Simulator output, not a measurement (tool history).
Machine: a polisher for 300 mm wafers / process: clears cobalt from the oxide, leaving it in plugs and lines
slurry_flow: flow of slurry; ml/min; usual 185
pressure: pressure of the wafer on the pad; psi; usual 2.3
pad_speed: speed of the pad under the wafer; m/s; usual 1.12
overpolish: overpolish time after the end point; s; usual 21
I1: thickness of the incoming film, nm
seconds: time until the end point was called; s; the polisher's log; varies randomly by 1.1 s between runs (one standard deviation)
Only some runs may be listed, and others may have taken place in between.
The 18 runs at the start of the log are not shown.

run 19 day=16.471 | slurry_flow=145 pressure=2.3 pad_speed=1.12 overpolish=32 | I1=352.7 | seconds=64.9
run 20 day=17.567 | slurry_flow=245 pressure=2.3 pad_speed=1.12 overpolish=21 | I1=354.7 | seconds=62.1
-- day=18.025 slurry nozzle cleaned
-- day=18.062 head pressure recalibrated
run 21 day=18.862 | slurry_flow=185 pressure=1.6 pad_speed=1.34 overpolish=26 | I1=355.4 | seconds=78.8
run 22 day=20.083 | slurry_flow=160 pressure=2.3 pad_speed=1.30 overpolish=9 | I1=345.2 | seconds=55.3
run 23 day=20.921 | slurry_flow=185 pressure=3.1 pad_speed=1.44 overpolish=21 | I1=351.9 | seconds=37.5
run 24 day=21.667 | slurry_flow=185 pressure=2.3 pad_speed=1.12 overpolish=21 | I1=352.5 | seconds=66.5
run 25 day=22.962 | slurry_flow=240 pressure=2.3 pad_speed=1.12 overpolish=10 | I1=347.9 | seconds=63.7
run 26 day=23.904 | slurry_flow=185 pressure=2.6 pad_speed=0.80 overpolish=21 | I1=348.7 | seconds=84.5
-- day=24.438 worn pad replaced by a new one
run 27 day=24.883 | slurry_flow=140 pressure=2.3 pad_speed=1.12 overpolish=21 | I1=348.2 | seconds=62.6
run 28 day=26.054 | slurry_flow=185 pressure=2.3 pad_speed=1.12 overpolish=21 | I1=346.9 | seconds=64.1
run 29 day=29.792 | slurry_flow=185 pressure=2.3 pad_speed=1.38 overpolish=21 | I1=350.4 | seconds=54.3
run 30 day=30.729 | slurry_flow=185 pressure=2.3 pad_speed=1.12 overpolish=25 | I1=351.1 | seconds=68.3
run 31 day=32.167 | slurry_flow=210 pressure=2.3 pad_speed=1.12 overpolish=21 | I1=353.0 | seconds=65.7
run 32 day=32.904 | slurry_flow=185 pressure=2.3 pad_speed=1.12 overpolish=21 | I1=352.0 | seconds=70.0
-- day=33.917 worn pad replaced by a new one
run 33 day=33.979 | slurry_flow=185 pressure=2.3 pad_speed=1.12 overpolish=21 | I1=347.2 | seconds=59.0
run 34 day=35.471 | slurry_flow=185 pressure=2.3 pad_speed=1.12 overpolish=21 | I1=346.6 | seconds=61.6

Each row is a separate what-if for the run after 34, all from the same tool condition, not one after another. Results?
run A day=35.488 | slurry_flow=185 pressure=2.3 pad_speed=1.12 overpolish=16 | I1=349.1 | seconds=?
run B day=35.488 | slurry_flow=185 pressure=1.6 pad_speed=1.12 overpolish=21 | I1=349.1 | seconds=?
run C day=35.488 | slurry_flow=135 pressure=2.0 pad_speed=0.90 overpolish=33 | I1=349.1 | seconds=?
run D day=35.488 | slurry_flow=185 pressure=2.0 pad_speed=1.12 overpolish=25 | I1=349.1 | seconds=?
run E day=35.488 | slurry_flow=185 pressure=2.7 pad_speed=1.00 overpolish=21 | I1=349.1 | seconds=?

run=A seconds=61.6
run=B seconds=88.5
run=C seconds=93.5
run=D seconds=70.8
run=E seconds=58.7
With the hidden condition removed and each run's random variation left untouched, the same runs would have given:
run=A seconds=57.6
run=B seconds=82.8
run=C seconds=87.5
run=D seconds=66.3
run=E seconds=55.0

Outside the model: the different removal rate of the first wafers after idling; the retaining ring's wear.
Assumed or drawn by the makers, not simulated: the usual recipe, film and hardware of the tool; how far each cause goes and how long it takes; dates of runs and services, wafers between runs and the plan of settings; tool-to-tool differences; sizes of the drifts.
